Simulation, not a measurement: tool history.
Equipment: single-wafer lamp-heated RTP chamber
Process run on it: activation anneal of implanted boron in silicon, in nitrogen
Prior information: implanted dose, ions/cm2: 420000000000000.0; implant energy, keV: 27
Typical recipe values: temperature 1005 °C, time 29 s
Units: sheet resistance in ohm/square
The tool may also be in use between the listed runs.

run   hour  temperature  time  read-back reference wafer on the same gauge, sheet resistance  sheet resistance
  1      0         1005    29                                                         182.98            219.77
  2   28.9         1021    29                                                            183            217.45
  3   44.5         1005    18                                                         182.99            220.25
  4   59.8         1005    18                                                         182.95            219.87
      80.9  -- reflector plate cleaned
  5   89.4         1011    21                                                         182.98            219.45
  6  122.9         1005    29                                                         182.96            220.13
  7  146.1         1012    36                                                         182.99            218.72
  8  158.8         1005    29                                                         183.04            219.41
  9  189.7         1005    29                                                         182.96            219.53
 10  204.5         1005    29                                                         183.08            219.72
 11  228.3         1005    29                                                         183.01            218.87
 12  250.9         1005    29                                                          182.9            219.07
     282.2  -- pyrometer window cleaned and pyrometer calibrated
 13  300.9         1005    19                                                         183.02            221.69
 14  325.3          983    16                                                         183.05            228.92
 15  354.3         1005    18                                                         182.98            220.54
 16  374.9          982    16                                                         182.87            227.13
 17  398.5         1019    42                                                         182.91            216.19
 18  417.8         1005    29                                                         183.11             219.4
 19  438.2         1005    41                                                         182.93            217.82
 20  469.4         1005    29                                                         183.04            218.46
     500.6  -- reflector plate cleaned
     513.4  -- gauge calibrated
 21    555          977    23                                                         183.05            228.18
 22  567.1         1005    29                                                         182.88            218.86
 23  586.9         1031    21                                                            183            217.15
     597.6  -- pyrometer window cleaned and pyrometer calibrated
 24  609.8         1005    19                                                         183.04            221.68
 25  636.9         1005    29                                                         182.99               220
 26  671.6         1015    41                                                         182.96             217.6
 27  698.2         1024    24                                                         183.04            217.53
 28  722.2          982    34                                                         182.97            224.22
 29  734.3         1035    45                                                         182.86            216.05
 30  763.9          985    29                                                         182.99            222.65
 31  785.7         1005    29                                                         182.98            219.18
 32  809.1          997    29                                                         183.04            219.86
 33  842.6         1005    29                                                         183.04            218.64
 34    861         1022    29                                                         182.91            217.02
 35  890.4         1005    40                                                         183.06            217.88
     916.6  -- reflector plate cleaned
 36  917.1         1031    21                                                         183.04             217.7

Consider 5 possible next runs. They are alternatives, not a sequence: every one starts from the tool as it was left by run 36. What does each give?
  A  917.5         1005    38                                                              ?                 ?
  B  917.5         1021    12                                                              ?                 ?
  C  917.5          988    29                                                              ?                 ?
  D  917.5          985    42                                                              ?                 ?
  E  917.5          984    29                                                              ?                 ?

run  read-back reference wafer on the same gauge, sheet resistance  sheet resistance
  A                                                         182.93             218.9
  B                                                         182.93            219.59
  C                                                         182.93            223.24
  D                                                         182.93            222.96
  E                                                         182.93            224.58
The same runs, with their run-to-run variation unchanged, on a tool lacking any hidden condition would have given:
run  sheet resistance
  A            221.54
  B            221.35
  C            229.13
  D            228.77
  E             231.6
